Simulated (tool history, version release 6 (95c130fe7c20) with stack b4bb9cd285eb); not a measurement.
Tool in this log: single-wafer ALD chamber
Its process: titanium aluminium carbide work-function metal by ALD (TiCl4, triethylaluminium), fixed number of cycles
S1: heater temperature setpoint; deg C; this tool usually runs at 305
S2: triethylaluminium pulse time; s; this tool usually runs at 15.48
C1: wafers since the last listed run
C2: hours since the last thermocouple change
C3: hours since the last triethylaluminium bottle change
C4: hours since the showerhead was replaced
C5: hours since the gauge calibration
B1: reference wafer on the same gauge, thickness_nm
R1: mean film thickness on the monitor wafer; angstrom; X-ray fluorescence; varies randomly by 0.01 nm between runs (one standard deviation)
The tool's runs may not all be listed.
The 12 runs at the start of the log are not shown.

run	hour	S1	S2	C1	C2	C3	C4	C5	B1	R1
# hour 634.9: showerhead replaced
13	640.1	305	12.46	428	507.9	125.2	5.2	369.2	2.168	20.16
14	679.9	320	15.48	345	547.7	165	45	409	2.168	22.03
15	733.2	305	19.56	462	601	218.3	98.3	462.3	2.171	20.64
16	800.2	305	19.38	581	668	285.3	165.3	529.3	2.168	20.35
17	861.9	305	15.48	535	729.7	347	227	591	2.166	20.61
18	892.8	295	11.26	268	760.6	377.9	257.9	621.9	2.172	19.02
19	926.5	305	15.48	292	794.3	411.6	291.6	655.6	2.169	20.57
20	966.7	317	15.48	349	834.5	451.8	331.8	695.8	2.178	21.68
21	1037.1	310	21.34	611	904.9	522.2	402.2	766.2	2.171	21.27
22	1061.6	305	15.48	212	929.4	546.7	426.7	790.7	2.175	20.51
23	1093.9	305	15.48	280	961.7	579	459	823	2.171	20.77
24	1134.2	314	18.14	349	1002	619.3	499.3	863.3	2.174	21.8
25	1162.2	292	9.75	243	1030	647.3	527.3	891.3	2.168	17.85
26	1213.3	294	15.48	443	1081.1	698.4	578.4	942.4	2.169	19.62
27	1283.1	305	15.48	606	1150.9	768.2	648.2	1012.2	2.171	20.52
28	1347.3	305	15.48	557	1215.1	832.4	712.4	1076.4	2.172	20.69
# hour 1380.3: triethylaluminium bottle replaced
# hour 1402.8: thermocouple changed; heater temperature recalibrated
29	1404.5	318	15.48	357	1.7	24.2	769.6	1133.6	2.172	21.57
30	1440.7	299	9.91	314	37.9	60.4	805.8	1169.8	2.172	18.37
31	1465.5	305	15.48	215	62.7	85.2	830.6	1194.6	2.169	20.09
32	1504.3	305	15.48	336	101.5	124	869.4	1233.4	2.17	20.13
33	1542.2	310	12.54	329	139.4	161.9	907.3	1271.3	2.171	20.4

Here are 4 independent what-if runs from the current tool condition. What would each one return?
A	1542.6	305	15.48	3	139.8	162.3	907.7	1271.7	?	?
B	1542.6	296	18.51	3	139.8	162.3	907.7	1271.7	?	?
C	1542.6	293	15.48	3	139.8	162.3	907.7	1271.7	?	?
D	1542.6	319	19.27	3	139.8	162.3	907.7	1271.7	?	?

run	B1	R1
A	2.173	20.19
B	2.173	19.38
C	2.173	19.02
D	2.173	21.67
Without the tool's unlogged condition, the same runs would have read:
run	R1
A	20.27
B	19.46
C	19.1
D	21.75
